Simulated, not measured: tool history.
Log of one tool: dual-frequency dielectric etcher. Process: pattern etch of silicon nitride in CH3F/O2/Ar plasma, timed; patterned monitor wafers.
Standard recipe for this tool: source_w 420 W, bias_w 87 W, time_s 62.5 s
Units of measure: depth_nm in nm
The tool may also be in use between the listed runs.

| run | day | source_w | bias_w | time_s | wafers since the last listed run | hours since the last wet clean | hours since the last source power generator calibration | hours since the last bias power generator calibration | hours since the last upper electrode change | hours since the gauge calibration | read-back reference wafer on the same gauge, depth_nm | depth_nm |
|---|---|---|---|---|---|---|---|---|---|---|---|---|
| 1 | 0.000 | 420 | 87 | 62.5 | 0 | 501.6 | 916.4 | 2416.3 | 4295.7 | 1304.5 | 47.22 | 44.09 |
|  | 1.004 | wet clean of the chamber |
| 2 | 1.312 | 420 | 87 | 62.5 | 99 | 7.4 | 947.9 | 2447.8 | 4327.2 | 1336.0 | 47.18 | 44.37 |
| 3 | 3.046 | 420 | 87 | 62.5 | 551 | 49.0 | 989.5 | 2489.4 | 4368.8 | 1377.6 | 47.21 | 44.24 |
| 4 | 4.467 | 420 | 87 | 62.5 | 451 | 83.1 | 1023.6 | 2523.5 | 4402.9 | 1411.7 | 47.21 | 44.19 |
| 5 | 5.917 | 420 | 101 | 62.5 | 461 | 117.9 | 1058.4 | 2558.3 | 4437.7 | 1446.5 | 47.19 | 48.03 |
| 6 | 8.229 | 420 | 101 | 62.5 | 735 | 173.4 | 1113.9 | 2613.8 | 4493.2 | 1502.0 | 47.20 | 48.11 |
| 7 | 9.362 | 420 | 81 | 62.5 | 360 | 200.6 | 1141.1 | 2641.0 | 4520.4 | 1529.2 | 47.18 | 42.46 |
| 8 | 10.912 | 420 | 81 | 62.5 | 492 | 237.8 | 1178.3 | 2678.2 | 4557.6 | 1566.4 | 47.21 | 42.33 |
| 9 | 13.825 | 420 | 81 | 62.5 | 926 | 307.7 | 1248.2 | 2748.1 | 4627.5 | 1636.3 | 47.21 | 42.43 |
| 10 | 15.767 | 420 | 87 | 62.5 | 617 | 354.3 | 1294.8 | 2794.7 | 4674.1 | 1682.9 | 47.21 | 44.03 |
|  | 19.288 | bias power generator calibrated |
|  | 19.675 | upper electrode replaced |
| 11 | 19.696 | 420 | 87 | 62.5 | 1073 | 448.6 | 1389.1 | 9.8 | 0.5 | 1777.2 | 47.19 | 46.58 |
| 12 | 20.429 | 500 | 87 | 74.0 | 233 | 466.2 | 1406.7 | 27.4 | 18.1 | 1794.8 | 47.20 | 58.47 |
| 13 | 22.017 | 480 | 98 | 62.5 | 504 | 504.3 | 1444.8 | 65.5 | 56.2 | 1832.9 | 47.24 | 52.10 |
|  | 23.054 | gauge calibrated |
| 14 | 24.958 | 420 | 97 | 62.5 | 935 | 574.9 | 1515.4 | 136.1 | 126.8 | 45.7 | 47.20 | 49.55 |
|  | 27.762 | wet clean of the chamber |
| 15 | 27.783 | 420 | 87 | 62.5 | 580 | 0.5 | 1583.2 | 203.9 | 194.6 | 113.5 | 47.18 | 46.60 |
|  | 28.388 | bias power generator calibrated, repeated, since the last time left the tool worse |
| 16 | 30.029 | 520 | 94 | 62.5 | 661 | 54.4 | 1637.1 | 39.4 | 248.5 | 167.4 | 47.20 | 50.60 |
| 17 | 31.954 | 390 | 77 | 62.5 | 612 | 100.6 | 1683.3 | 85.6 | 294.7 | 213.6 | 47.19 | 41.12 |
| 18 | 34.058 | 340 | 67 | 62.5 | 669 | 151.1 | 1733.8 | 136.1 | 345.2 | 264.1 | 47.17 | 35.94 |
| 19 | 35.246 | 450 | 94 | 62.5 | 377 | 179.6 | 1762.3 | 164.6 | 373.7 | 292.6 | 47.18 | 48.26 |
|  | 36.192 | source power generator calibrated |
| 20 | 37.421 | 420 | 87 | 62.5 | 638 | 231.8 | 29.5 | 216.8 | 425.9 | 344.8 | 47.21 | 44.93 |
| 21 | 38.942 | 450 | 87 | 74.0 | 483 | 268.3 | 66.0 | 253.3 | 462.4 | 381.3 | 47.19 | 54.50 |
| 22 | 41.612 | 380 | 69 | 53.0 | 849 | 332.4 | 130.1 | 317.4 | 526.5 | 445.4 | 47.20 | 32.37 |
| 23 | 42.817 | 420 | 87 | 52.0 | 382 | 361.3 | 159.0 | 346.3 | 555.4 | 474.3 | 47.23 | 37.51 |
| 24 | 44.942 | 420 | 102 | 62.5 | 675 | 412.3 | 210.0 | 397.3 | 606.4 | 525.3 | 47.20 | 49.41 |
| 25 | 47.500 | 420 | 87 | 62.5 | 813 | 473.7 | 271.4 | 458.7 | 667.8 | 586.7 | 47.24 | 44.97 |

What does the tool deliver on the next run?
| 26 | 49.446 | 420 | 65 | 62.5 | 618 | 520.4 | 318.1 | 505.4 | 714.5 | 633.4 | ? | ? |

For run 26 the tool returned read-back reference wafer on the same gauge, depth_nm 47.20, depth_nm 37.80 nm.
On a tool with no hidden condition, and with the same random variation, this run would have come out at depth_nm 37.75 nm.

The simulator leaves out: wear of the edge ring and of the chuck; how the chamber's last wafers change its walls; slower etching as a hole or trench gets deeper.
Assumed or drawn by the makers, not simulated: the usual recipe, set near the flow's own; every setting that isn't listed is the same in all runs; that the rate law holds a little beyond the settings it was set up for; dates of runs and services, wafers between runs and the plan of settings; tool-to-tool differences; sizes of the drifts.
